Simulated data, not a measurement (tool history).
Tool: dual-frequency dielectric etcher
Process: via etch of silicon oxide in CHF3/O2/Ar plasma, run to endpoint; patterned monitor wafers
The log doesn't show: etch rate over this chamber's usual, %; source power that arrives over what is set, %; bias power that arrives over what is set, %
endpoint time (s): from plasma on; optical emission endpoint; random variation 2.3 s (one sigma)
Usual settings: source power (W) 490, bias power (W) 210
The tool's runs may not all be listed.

| run | hour | source power (W) | bias power (W) | wafers since the last listed run | hours since the last wet clean | hours since the last source power generator calibration | hours since the last bias power generator calibration | hours since the last upper electrode change | incoming incoming film thickness, nm | endpoint time (s) |
|---|---|---|---|---|---|---|---|---|---|---|
| 1 | 0 | 490 | 210 | 0 | 217.8 | 458.9 | 3614.5 | 4104.2 | 503.9 | 276.3 |
| 2 | 52.5 | 490 | 210 | 142 | 270.3 | 511.4 | 3667 | 4156.7 | 500.1 | 280.9 |
| 3 | 106.4 | 490 | 210 | 146 | 324.2 | 565.3 | 3720.9 | 4210.6 | 501.3 | 284.6 |
| 4 | 152.7 | 490 | 210 | 125 | 370.5 | 611.6 | 3767.2 | 4256.9 | 504.1 | 281.4 |
| 5 | 219 | 490 | 210 | 180 | 436.8 | 677.9 | 3833.5 | 4323.2 | 496.2 | 284.6 |
| 6 | 280.7 | 490 | 210 | 167 | 498.5 | 739.6 | 3895.2 | 4384.9 | 498.1 | 285.7 |
| 7 | 326.7 | 490 | 210 | 124 | 544.5 | 785.6 | 3941.2 | 4430.9 | 501.9 | 285.5 |
|  | 396.7 | wet clean of the chamber |
| 8 | 397.2 | 490 | 210 | 126 | 0.5 | 856.1 | 4011.7 | 4501.4 | 495.8 | 269.4 |
| 9 | 450.1 | 490 | 210 | 143 | 53.4 | 909 | 4064.6 | 4554.3 | 499.1 | 268 |
| 10 | 496.5 | 490 | 226 | 126 | 99.8 | 955.4 | 4111 | 4600.7 | 500.1 | 269.8 |
|  | 531.3 | bias power generator calibrated |
| 11 | 549.9 | 490 | 226 | 134 | 153.2 | 1008.8 | 18.6 | 4654.1 | 498.3 | 272.1 |
| 12 | 578.5 | 490 | 226 | 77 | 181.8 | 1037.4 | 47.2 | 4682.7 | 500.8 | 270.8 |
| 13 | 620.6 | 430 | 184 | 114 | 223.9 | 1079.5 | 89.3 | 4724.8 | 502.4 | 304.5 |
| 14 | 662.3 | 430 | 184 | 113 | 265.6 | 1121.2 | 131 | 4766.5 | 498.5 | 302 |
| 15 | 699.3 | 390 | 210 | 100 | 302.6 | 1158.2 | 168 | 4803.5 | 498.6 | 306.8 |
|  | 778.2 | upper electrode replaced |
| 16 | 873.8 | 390 | 210 | 408 | 477.1 | 1332.7 | 342.5 | 95.6 | 503.5 | 314.1 |
|  | 921.3 | wet clean of the chamber |
| 17 | 943.3 | 400 | 210 | 123 | 22 | 1402.2 | 412 | 165.1 | 499.4 | 290.4 |
| 18 | 996 | 490 | 191 | 143 | 74.7 | 1454.9 | 464.7 | 217.8 | 499 | 274.7 |
| 19 | 1053.6 | 490 | 210 | 156 | 132.3 | 1512.5 | 522.3 | 275.4 | 508.1 | 274.7 |
|  | 1086.9 | source power generator calibrated |
| 20 | 1093 | 490 | 181 | 96 | 171.7 | 6.1 | 561.7 | 314.8 | 500.2 | 285.3 |
| 21 | 1132 | 390 | 171 | 105 | 210.7 | 45.1 | 600.7 | 353.8 | 500.6 | 316.8 |
| 22 | 1188.4 | 530 | 247 | 153 | 267.1 | 101.5 | 657.1 | 410.2 | 503.5 | 257.3 |
| 23 | 1247.1 | 490 | 179 | 159 | 325.8 | 160.2 | 715.8 | 468.9 | 507.5 | 291.3 |
| 24 | 1283.3 | 490 | 172 | 98 | 362 | 196.4 | 752 | 505.1 | 501 | 288.8 |
| 25 | 1334.9 | 550 | 210 | 140 | 413.6 | 248 | 803.6 | 556.7 | 502.8 | 270.1 |
| 26 | 1378 | 570 | 235 | 117 | 456.7 | 291.1 | 846.7 | 599.8 | 496.2 | 258.2 |
|  | 1413.3 | wet clean of the chamber |
| 27 | 1413.8 | 490 | 210 | 32 | 0.5 | 326.9 | 882.5 | 635.6 | 495.5 | 268 |
| 28 | 1442.8 | 490 | 210 | 78 | 29.5 | 355.9 | 911.5 | 664.6 | 501.2 | 267 |
| 29 | 1470.6 | 550 | 224 | 75 | 57.3 | 383.7 | 939.3 | 692.4 | 503.8 | 258.2 |
| 30 | 1538.2 | 410 | 210 | 183 | 124.9 | 451.3 | 1006.9 | 760 | 501.1 | 299.4 |
| 31 | 1591.8 | 570 | 240 | 145 | 178.5 | 504.9 | 1060.5 | 813.6 | 502.4 | 252.3 |
| 32 | 1621.2 | 490 | 231 | 79 | 207.9 | 534.3 | 1089.9 | 843 | 502.5 | 273.4 |
| 33 | 1655.1 | 530 | 210 | 92 | 241.8 | 568.2 | 1123.8 | 876.9 | 506 | 275.6 |
| 34 | 1708.5 | 490 | 210 | 145 | 295.2 | 621.6 | 1177.2 | 930.3 | 498.8 | 272.7 |

Some steps in endpoint time (s) between neighbouring runs. How much of each would the tool show without its hidden state too (settings, what came in, random variation), and how much is left for the hidden state, with any gauge scatter that isn't in both results?
Run 7 -> 8: wet clean of the chamber. endpoint time (s) -16.1: hidden state -17.7, all else +1.6.
Run 16 -> 17: source power (W) 390 -> 400, wet clean of the chamber. endpoint time (s) -23.7: hidden state -12.7, all else -11.
Run 21 -> 22: source power (W) 390 -> 530, bias power (W) 171 -> 247. endpoint time (s) -59.5: hidden state +0.1, all else -59.6.
Run 26 -> 27: source power (W) 570 -> 490, bias power (W) 235 -> 210, wet clean of the chamber. endpoint time (s) +9.8: hidden state -12.2, all else +22.
Run 29 -> 30: source power (W) 550 -> 410, bias power (W) 224 -> 210. endpoint time (s) +41.2: hidden state +2.1, all else +39.1.
Run 30 -> 31: source power (W) 410 -> 570, bias power (W) 210 -> 240. endpoint time (s) -47.1: hidden state +0.9, all else -48.
